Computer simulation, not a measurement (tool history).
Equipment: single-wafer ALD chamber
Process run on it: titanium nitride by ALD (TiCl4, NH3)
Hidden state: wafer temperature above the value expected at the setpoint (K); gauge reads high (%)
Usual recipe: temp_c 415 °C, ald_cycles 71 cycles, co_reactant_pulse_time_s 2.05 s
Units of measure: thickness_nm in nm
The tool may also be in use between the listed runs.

| run | hour | temp_c | ald_cycles | co_reactant_pulse_time_s | wafers since the last listed run | hours since the last thermocouple change | hours since the showerhead was replaced | hours since the gauge calibration | read-back reference wafer on the same gauge, thickness_nm | thickness_nm |
|---|---|---|---|---|---|---|---|---|---|---|
| 1 | 0.0 | 415 | 71 | 2.05 | 0 | 134.9 | 5082.9 | 394.5 | 1.472 | 1.620 |
| 2 | 71.2 | 415 | 71 | 2.05 | 176 | 206.1 | 5154.1 | 465.7 | 1.473 | 1.627 |
| 3 | 107.5 | 415 | 71 | 2.05 | 90 | 242.4 | 5190.4 | 502.0 | 1.474 | 1.626 |
| 4 | 152.4 | 415 | 71 | 2.05 | 111 | 287.3 | 5235.3 | 546.9 | 1.474 | 1.630 |
| 5 | 244.6 | 406 | 71 | 2.05 | 228 | 379.5 | 5327.5 | 639.1 | 1.474 | 1.625 |
| 6 | 308.1 | 415 | 71 | 2.05 | 157 | 443.0 | 5391.0 | 702.6 | 1.475 | 1.627 |
| 7 | 373.5 | 415 | 71 | 2.05 | 162 | 508.4 | 5456.4 | 768.0 | 1.476 | 1.633 |
| 8 | 461.2 | 421 | 71 | 2.05 | 217 | 596.1 | 5544.1 | 855.7 | 1.475 | 1.630 |
| 9 | 562.6 | 426 | 71 | 2.05 | 251 | 697.5 | 5645.5 | 957.1 | 1.477 | 1.633 |
| 10 | 650.6 | 426 | 71 | 2.05 | 218 | 785.5 | 5733.5 | 1045.1 | 1.478 | 1.640 |
| 11 | 744.4 | 415 | 71 | 2.05 | 232 | 879.3 | 5827.3 | 1138.9 | 1.480 | 1.637 |
| 12 | 835.3 | 415 | 71 | 2.05 | 225 | 970.2 | 5918.2 | 1229.8 | 1.481 | 1.642 |
|  | 885.1 | thermocouple changed; heater temperature recalibrated |
| 13 | 885.6 | 405 | 81 | 2.80 | 104 | 0.5 | 5968.5 | 1280.1 | 1.483 | 1.872 |
| 14 | 977.3 | 426 | 71 | 2.05 | 227 | 92.2 | 6060.2 | 1371.8 | 1.483 | 1.646 |
|  | 998.8 | showerhead replaced |
| 15 | 1051.7 | 426 | 71 | 2.47 | 164 | 166.6 | 52.9 | 1446.2 | 1.484 | 1.643 |
| 16 | 1132.7 | 415 | 71 | 2.05 | 200 | 247.6 | 133.9 | 1527.2 | 1.487 | 1.644 |

What does the tool deliver on the next run?
| 17 | 1172.2 | 415 | 71 | 2.05 | 97 | 287.1 | 173.4 | 1566.7 | ? | ? |

Run 17 gave read-back reference wafer on the same gauge, thickness_nm 1.487, thickness_nm 1.639 nm.
Had the tool carried no hidden state, the very same run would have given thickness_nm 1.620 nm.

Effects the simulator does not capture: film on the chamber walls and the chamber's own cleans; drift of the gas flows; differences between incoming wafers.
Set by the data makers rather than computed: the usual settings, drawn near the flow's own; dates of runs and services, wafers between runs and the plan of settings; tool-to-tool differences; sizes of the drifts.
